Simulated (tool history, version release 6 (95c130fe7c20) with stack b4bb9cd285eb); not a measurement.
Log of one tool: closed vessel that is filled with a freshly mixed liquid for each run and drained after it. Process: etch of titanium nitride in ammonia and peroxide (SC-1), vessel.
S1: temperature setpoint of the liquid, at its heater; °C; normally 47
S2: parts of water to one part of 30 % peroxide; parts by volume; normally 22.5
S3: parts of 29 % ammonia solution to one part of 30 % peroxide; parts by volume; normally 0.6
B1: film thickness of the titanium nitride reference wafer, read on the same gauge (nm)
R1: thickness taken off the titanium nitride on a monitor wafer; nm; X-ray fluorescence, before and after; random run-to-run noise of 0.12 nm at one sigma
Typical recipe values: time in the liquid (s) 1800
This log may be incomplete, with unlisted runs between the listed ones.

run 1 hour=0 | S1=47 S2=27.5 S3=0.6 time_in_the_liquid_(s)=1415 | B1=30 | R1=21.87
run 2 hour=29.2 | S1=47 S2=27.5 S3=0.6 time_in_the_liquid_(s)=1415 | B1=30 | R1=21.91
run 3 hour=44.6 | S1=47 S2=22.5 S3=0.6 time_in_the_liquid_(s)=1800 | B1=30.01 | R1=31.09
run 4 hour=66.7 | S1=47 S2=22.5 S3=0.6 time_in_the_liquid_(s)=1800 | B1=29.99 | R1=31.09
run 5 hour=94.5 | S1=47 S2=22.5 S3=0.7 time_in_the_liquid_(s)=1800 | B1=29.99 | R1=31.87
-- hour=104.6 ammonia flow meter replaced
-- hour=109.6 gauge calibrated
run 6 hour=119.9 | S1=47 S2=18 S3=0.6 time_in_the_liquid_(s)=1800 | B1=30.02 | R1=35.25
run 7 hour=142.7 | S1=47 S2=18 S3=0.6 time_in_the_liquid_(s)=1800 | B1=30.01 | R1=35.32
-- hour=173.8 thermometer replaced
run 8 hour=174.3 | S1=47 S2=22.5 S3=0.6 time_in_the_liquid_(s)=1800 | B1=30.01 | R1=31.1
run 9 hour=186 | S1=47 S2=22.5 S3=0.6 time_in_the_liquid_(s)=1800 | B1=29.99 | R1=31.12
run 10 hour=199.1 | S1=54.5 S2=30.5 S3=0.85 time_in_the_liquid_(s)=2145 | B1=29.98 | R1=56.03
run 11 hour=224.8 | S1=47 S2=22.5 S3=0.6 time_in_the_liquid_(s)=1800 | B1=30.01 | R1=30.97
-- hour=227.2 new drum of ammonia solution connected
run 12 hour=242.2 | S1=53.5 S2=19 S3=0.6 time_in_the_liquid_(s)=2080 | B1=30.01 | R1=62.19
run 13 hour=261.7 | S1=55 S2=22.5 S3=0.45 time_in_the_liquid_(s)=1800 | B1=30 | R1=50.98
run 14 hour=286.4 | S1=40.5 S2=19 S3=0.6 time_in_the_liquid_(s)=1800 | B1=30.01 | R1=21.4

Expected results for the next run?
run 15 hour=314.5 | S1=47 S2=22.5 S3=0.6 time_in_the_liquid_(s)=1800 | B1=? | R1=?

{"run 15": {"B1": 30.01, "R1": 31.24}}
Were there no unlogged condition in the tool, this run, its random variation unchanged, would have produced R1 31.24 nm.
